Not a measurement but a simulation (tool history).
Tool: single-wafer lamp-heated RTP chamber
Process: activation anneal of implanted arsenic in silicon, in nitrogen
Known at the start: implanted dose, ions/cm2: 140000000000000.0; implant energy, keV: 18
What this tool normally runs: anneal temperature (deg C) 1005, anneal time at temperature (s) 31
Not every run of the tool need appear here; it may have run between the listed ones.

run	hour	anneal temperature (deg C)	anneal time at temperature (s)	read-back reference wafer on the same gauge, sheet resistance	sheet resistance of the implanted and annealed layer (ohm/square)
1	0.0	991	31	574.76	503.26
2	34.0	991	31	574.92	503.45
3	67.2	991	31	575.01	503.48
4	84.7	1005	31	575.29	502.21
5	97.5	1005	31	575.40	503.43
6	106.6	1005	31	575.40	503.12
# hour 125.6: pyrometer window cleaned and pyrometer calibrated
7	126.1	1005	31	575.45	502.54
8	137.9	1005	31	575.50	502.07
9	147.4	1005	31	575.45	502.53
10	156.6	1005	31	575.53	503.45
11	167.6	1005	31	575.52	502.86
12	183.6	1005	31	575.69	503.21
13	189.7	1005	31	575.61	502.35
14	196.1	1005	31	576.05	502.46
15	213.4	1005	48	575.89	499.89
16	230.6	1005	31	575.98	502.71
17	243.5	1005	31	575.48	504.40
18	260.6	1025	47	575.93	495.80
# hour 270.4: reflector plate cleaned
19	271.9	1017	36	575.88	500.38
20	282.9	1005	31	575.81	503.42
21	293.7	993	43	575.92	502.71
# hour 305.8: pyrometer window cleaned and pyrometer calibrated
22	306.6	1005	41	576.11	500.26
23	317.9	980	23	575.95	506.85
# hour 331.1: gauge calibrated
24	334.0	1018	41	572.51	494.74
25	347.5	1005	31	572.76	501.03
26	357.4	975	31	573.07	503.37
27	370.1	1015	31	573.42	498.86
28	385.5	988	14	573.39	504.17
29	418.2	977	44	574.49	502.25

Some steps in sheet resistance of the implanted and annealed layer (ohm/square), run to run, broken into two amounts with sign: the step expected even without the hidden condition (settings, incoming material, random variation), and the rest, left for the hidden condition together with whatever gauge scatter is not in both the measured and the hidden-condition-free result:
Hidden state present: true wafer temperature minus pyrometer reading, K; wafer temperature error from the tarnished reflector plate, K; gauge reads high (%).
Run 17 -> 18: anneal temperature (deg C) 1005 -> 1025, anneal time at temperature (s) 31 -> 47. sheet resistance of the implanted and annealed layer (ohm/square) -8.60: hidden state -0.03, all else -8.57.
Run 23 -> 24: anneal temperature (deg C) 980 -> 1018, anneal time at temperature (s) 23 -> 41, gauge calibrated. sheet resistance of the implanted and annealed layer (ohm/square) -12.11: hidden state -3.13, all else -8.98.
Run 28 -> 29: anneal temperature (deg C) 988 -> 977, anneal time at temperature (s) 14 -> 44. sheet resistance of the implanted and annealed layer (ohm/square) -1.92: hidden state +0.53, all else -2.45.
